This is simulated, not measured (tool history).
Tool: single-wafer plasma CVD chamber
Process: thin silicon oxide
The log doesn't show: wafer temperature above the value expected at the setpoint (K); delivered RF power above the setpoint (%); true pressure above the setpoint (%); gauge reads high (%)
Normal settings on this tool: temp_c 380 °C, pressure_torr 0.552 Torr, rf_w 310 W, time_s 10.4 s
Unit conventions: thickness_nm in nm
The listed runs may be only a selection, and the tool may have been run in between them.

run     day  temp_c  pressure_torr  rf_w  time_s  wafers since the last listed run  hours since the last thermocouple change  hours since the last RF generator calibration  hours since the last manometer calibration  hours since the showerhead was replaced  hours since the gauge calibration  read-back reference wafer on the same gauge, thickness_nm  thickness_nm
  1       0     380          0.552   310    10.4                                 0                                     106.8                                          146.1                                        42.4                                   2851.5                             1492.6                                                     14.094        12.865
  2   2.338     380          0.552   310     9.1                              1326                                     162.9                                          202.2                                        98.5                                   2907.6                             1548.7                                                       14.1        11.031
  3   3.404     380          0.552   310     9.1                               605                                     188.5                                          227.8                                       124.1                                   2933.2                             1574.3                                                     14.088        11.139
  4   5.817     380          0.552   310     9.1                              1368                                     246.4                                          285.7                                         182                                   2991.1                             1632.2                                                     14.075        11.039
  5   8.633     380          0.552   310     9.6                              1597                                       314                                          353.3                                       249.6                                   3058.7                             1699.8                                                     14.064        11.511
  6   9.879     380          0.608   330    10.4                               706                                     343.9                                          383.2                                       279.5                                   3088.6                             1729.7                                                     14.086        14.058
  7  11.783     380          0.598   310    10.4                              1080                                     389.6                                          428.9                                       325.2                                   3134.3                             1775.4                                                     14.107        13.447
  8  13.033     376          0.509   260    10.4                               709                                     419.6                                          458.9                                       355.2                                   3164.3                             1805.4                                                     14.111        10.686
  9  14.371     380          0.552   310     8.7                               758                                     451.7                                            491                                       387.3                                   3196.4                             1837.5                                                     14.089        10.304
 10  16.554     380          0.552   310    10.4                              1238                                     504.1                                          543.4                                       439.7                                   3248.8                             1889.9                                                     14.104        12.404
 11  18.504     376          0.492   310    10.4                              1106                                     550.9                                          590.2                                       486.5                                   3295.6                             1936.7                                                     14.116            11
 12  20.546     380          0.552   310    10.4                              1158                                     599.9                                          639.2                                       535.5                                   3344.6                             1985.7                                                     14.093        12.278
 13  22.038     366          0.552   270     8.7                               846                                     635.7                                            675                                       571.3                                   3380.4                             2021.5                                                     14.113         9.766
 14  23.204     371          0.482   260    10.4                               661                                     663.7                                            703                                       599.3                                   3408.4                             2049.5                                                     14.092         9.986
 15    24.6     391          0.481   310    10.4                               791                                     697.2                                          736.5                                       632.8                                   3441.9                               2083                                                     14.089         10.58
     25.233  -- showerhead replaced
 16  26.558     386          0.552   310     9.4                               921                                     744.2                                          783.5                                       679.8                                     31.8                               2130                                                     14.101        10.992
 17  28.283     380          0.552   340    10.4                               978                                     785.6                                          824.9                                       721.2                                     73.2                             2171.4                                                      14.09         12.66
 18  30.825     371          0.552   310    10.4                              1441                                     846.6                                          885.9                                       782.2                                    134.2                             2232.4                                                     14.091        12.307
 19  33.254     380          0.552   310    11.5                              1378                                     904.9                                          944.2                                       840.5                                    192.5                             2290.7                                                     14.111        13.505
     33.933  -- gauge calibrated
 20  34.442     371          0.482   260    10.4                               673                                     933.4                                          972.7                                         869                                      221                               12.2                                                     14.118         9.878
 21  38.917     380          0.675   310     8.8                              2538                                    1040.8                                         1080.1                                       976.4                                    328.4                              119.6                                                     14.097        12.416
     39.971  -- RF generator calibrated
 22  41.825     380          0.552   310    11.2                              1460                                    1110.6                                           44.5                                      1046.2                                    398.2                              189.4                                                     14.098        13.415
 23  43.621     390          0.624   310    10.4                              1018                                    1153.7                                           87.6                                      1089.3                                    441.3                              232.5                                                     14.111        13.948
 24  46.258     394          0.454   345      11                              1496                                      1217                                          150.9                                      1152.6                                    504.6                              295.8                                                     14.127        11.113
 25  48.521     380          0.552   310    10.4                              1283                                    1271.3                                          205.2                                      1206.9                                    558.9                              350.1                                                     14.085        12.243
 26  50.308     373          0.552   270    11.2                              1014                                    1314.2                                          248.1                                      1249.8                                    601.8                                393                                                      14.12        12.379
 27  54.308     380          0.552   310    10.4                              2269                                    1410.2                                          344.1                                      1345.8                                    697.8                                489                                                     14.114        12.217
 28  56.688     380          0.552   310    10.4                              1349                                    1467.3                                          401.2                                      1402.9                                    754.9                              546.1                                                     14.088          12.1
 29  58.396     380          0.613   310    10.4                               969                                    1508.3                                          442.2                                      1443.9                                    795.9                              587.1                                                     14.097        13.393

What if the next run were any one of these 4? Each begins from the tool's condition after run 29:
  A  58.412     380          0.552   310    11.7                                 9                                    1508.7                                          442.6                                      1444.3                                    796.3                              587.5                                                          ?             ?
  B  58.412     380          0.621   310    10.4                                 9                                    1508.7                                          442.6                                      1444.3                                    796.3                              587.5                                                          ?             ?
  C  58.412     380           0.68   310    10.4                                 9                                    1508.7                                          442.6                                      1444.3                                    796.3                              587.5                                                          ?             ?
  D  58.412     380          0.512   310    10.4                                 9                                    1508.7                                          442.6                                      1444.3                                    796.3                              587.5                                                          ?             ?

run  read-back reference wafer on the same gauge, thickness_nm  thickness_nm
  A                                                     14.111        13.637
  B                                                     14.111        13.638
  C                                                     14.111        14.907
  D                                                     14.111        11.251
Had the tool no hidden state, the same runs would have come out as:
run  thickness_nm
  A        14.598
  B        14.578
  C        15.934
  D        12.043
